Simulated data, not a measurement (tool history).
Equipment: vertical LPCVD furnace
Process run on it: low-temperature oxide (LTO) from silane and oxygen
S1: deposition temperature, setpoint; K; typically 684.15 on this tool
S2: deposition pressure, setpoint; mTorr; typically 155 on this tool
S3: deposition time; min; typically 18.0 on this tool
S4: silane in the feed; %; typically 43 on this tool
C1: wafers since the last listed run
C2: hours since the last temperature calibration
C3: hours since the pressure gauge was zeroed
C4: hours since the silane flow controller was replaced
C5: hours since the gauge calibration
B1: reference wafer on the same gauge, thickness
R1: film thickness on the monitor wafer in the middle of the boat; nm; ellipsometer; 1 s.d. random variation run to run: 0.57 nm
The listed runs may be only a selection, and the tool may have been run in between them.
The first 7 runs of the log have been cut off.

run 8 hour=315.9 | S1=684.15 S2=155 S3=18.0 S4=43 | C1=219 C2=3388.4 C3=3596.2 C4=5491.4 C5=195.7 | B1=152.09 | R1=137.47
run 9 hour=358.9 | S1=684.15 S2=155 S3=18.0 S4=43 | C1=367 C2=3431.4 C3=3639.2 C4=5534.4 C5=238.7 | B1=151.97 | R1=135.60
run 10 hour=419.8 | S1=684.15 S2=155 S3=18.0 S4=43 | C1=520 C2=3492.3 C3=3700.1 C4=5595.3 C5=299.6 | B1=151.92 | R1=135.48
run 11 hour=488.5 | S1=684.15 S2=155 S3=18.0 S4=43 | C1=586 C2=3561.0 C3=3768.8 C4=5664.0 C5=368.3 | B1=151.99 | R1=136.01
-- hour=590.4 thermocouples replaced and temperature profile calibrated
run 12 hour=657.7 | S1=687.15 S2=155 S3=18.0 S4=43 | C1=1240 C2=67.3 C3=3938.0 C4=5833.2 C5=537.5 | B1=152.04 | R1=136.37
run 13 hour=700.2 | S1=690.15 S2=155 S3=18.0 S4=43 | C1=363 C2=109.8 C3=3980.5 C4=5875.7 C5=580.0 | B1=152.18 | R1=140.08
run 14 hour=764.0 | S1=684.15 S2=155 S3=18.0 S4=47 | C1=545 C2=173.6 C3=4044.3 C4=5939.5 C5=643.8 | B1=152.04 | R1=144.70
run 15 hour=814.8 | S1=684.15 S2=155 S3=13.0 S4=40 | C1=434 C2=224.4 C3=4095.1 C4=5990.3 C5=694.6 | B1=151.89 | R1=88.94
-- hour=850.0 pressure gauge zeroed
run 16 hour=873.4 | S1=684.15 S2=130 S3=18.0 S4=43 | C1=295 C2=283.0 C3=23.4 C4=6048.9 C5=753.2 | B1=152.12 | R1=112.11
-- hour=913.8 silane flow controller replaced
run 17 hour=919.0 | S1=692.15 S2=120 S3=18.0 S4=50 | C1=184 C2=328.6 C3=69.0 C4=5.2 C5=798.8 | B1=152.13 | R1=128.52
run 18 hour=953.1 | S1=684.15 S2=155 S3=13.5 S4=43 | C1=291 C2=362.7 C3=103.1 C4=39.3 C5=832.9 | B1=151.95 | R1=100.55
run 19 hour=1009.5 | S1=684.15 S2=145 S3=14.5 S4=48 | C1=481 C2=419.1 C3=159.5 C4=95.7 C5=889.3 | B1=152.00 | R1=112.01
-- hour=1100.7 gauge calibrated
run 20 hour=1214.1 | S1=696.15 S2=155 S3=11.0 S4=43 | C1=1748 C2=623.7 C3=364.1 C4=300.3 C5=113.4 | B1=152.07 | R1=92.52
run 21 hour=1279.2 | S1=684.15 S2=155 S3=18.0 S4=43 | C1=556 C2=688.8 C3=429.2 C4=365.4 C5=178.5 | B1=151.90 | R1=134.82
run 22 hour=1340.6 | S1=687.15 S2=120 S3=15.5 S4=48 | C1=524 C2=750.2 C3=490.6 C4=426.8 C5=239.9 | B1=152.00 | R1=102.63
run 23 hour=1369.4 | S1=684.15 S2=155 S3=18.0 S4=43 | C1=246 C2=779.0 C3=519.4 C4=455.6 C5=268.7 | B1=152.08 | R1=135.24
run 24 hour=1438.0 | S1=696.15 S2=185 S3=14.5 S4=43 | C1=586 C2=847.6 C3=588.0 C4=524.2 C5=337.3 | B1=152.00 | R1=146.68

Run 25 has not been measured yet. What should we expect?
run 25 hour=1488.8 | S1=695.15 S2=120 S3=11.0 S4=36 | C1=434 C2=898.4 C3=638.8 C4=575.0 C5=388.1 | B1=? | R1=?

Run 25 came out at B1 152.01, R1 58.51 nm.
With the hidden condition absent and the run-to-run variation left alone, this run would have shown R1 56.52 nm.
